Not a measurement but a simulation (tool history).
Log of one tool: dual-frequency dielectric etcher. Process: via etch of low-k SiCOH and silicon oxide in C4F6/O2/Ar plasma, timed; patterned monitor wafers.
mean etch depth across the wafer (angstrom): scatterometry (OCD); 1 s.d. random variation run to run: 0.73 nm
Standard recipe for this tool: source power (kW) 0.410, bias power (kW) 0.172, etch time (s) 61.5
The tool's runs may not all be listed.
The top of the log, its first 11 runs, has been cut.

run	hour	source power (kW)	bias power (kW)	etch time (s)	read-back reference wafer on the same gauge, depth_nm	mean etch depth across the wafer (angstrom)
12	503.8	0.410	0.172	61.5	182.3	1708
13	564.5	0.410	0.172	73.5	182.1	2059
14	593.6	0.410	0.136	61.5	181.9	1627
# hour 659.1: upper electrode replaced
15	659.6	0.410	0.172	61.5	182.2	1709
16	702.3	0.410	0.213	47.0	182.0	1368
17	742.1	0.330	0.202	47.5	181.7	1272
# hour 806.6: bias power generator calibrated
# hour 814.4: wet clean of the chamber
18	814.9	0.410	0.172	61.5	182.1	1717
19	863.5	0.410	0.172	72.0	182.0	2009
20	935.5	0.440	0.172	56.0	181.9	1607
21	997.6	0.410	0.172	68.0	181.9	1896
22	1024.1	0.440	0.186	76.5	181.9	2224
23	1049.7	0.410	0.172	61.5	182.0	1705
# hour 1071.5: gauge calibrated
24	1113.0	0.460	0.172	61.5	182.1	1790
25	1141.8	0.410	0.172	61.5	181.9	1711
26	1168.2	0.490	0.154	61.5	182.2	1791
27	1223.7	0.480	0.172	61.5	182.2	1818
# hour 1263.9: wet clean of the chamber
28	1290.1	0.470	0.189	49.0	182.2	1466
29	1319.5	0.450	0.200	61.5	182.3	1835
30	1391.1	0.410	0.172	61.5	181.9	1717

Each row is a separate what-if for the run after 30, all from the same tool condition, not one after another. Results?
A	1391.5	0.410	0.199	61.5	?	?
B	1391.5	0.480	0.159	76.0	?	?
C	1391.5	0.380	0.192	45.0	?	?
D	1391.5	0.320	0.161	61.5	?	?

run	read-back reference wafer on the same gauge, depth_nm	mean etch depth across the wafer (angstrom)
A	182.1	1755
B	182.1	2191
C	182.1	1239
D	182.1	1531
Take away the tool's hidden state, keep each run's random variation, and the runs would have read:
run	mean etch depth across the wafer (angstrom)
A	1755
B	2191
C	1239
D	1531
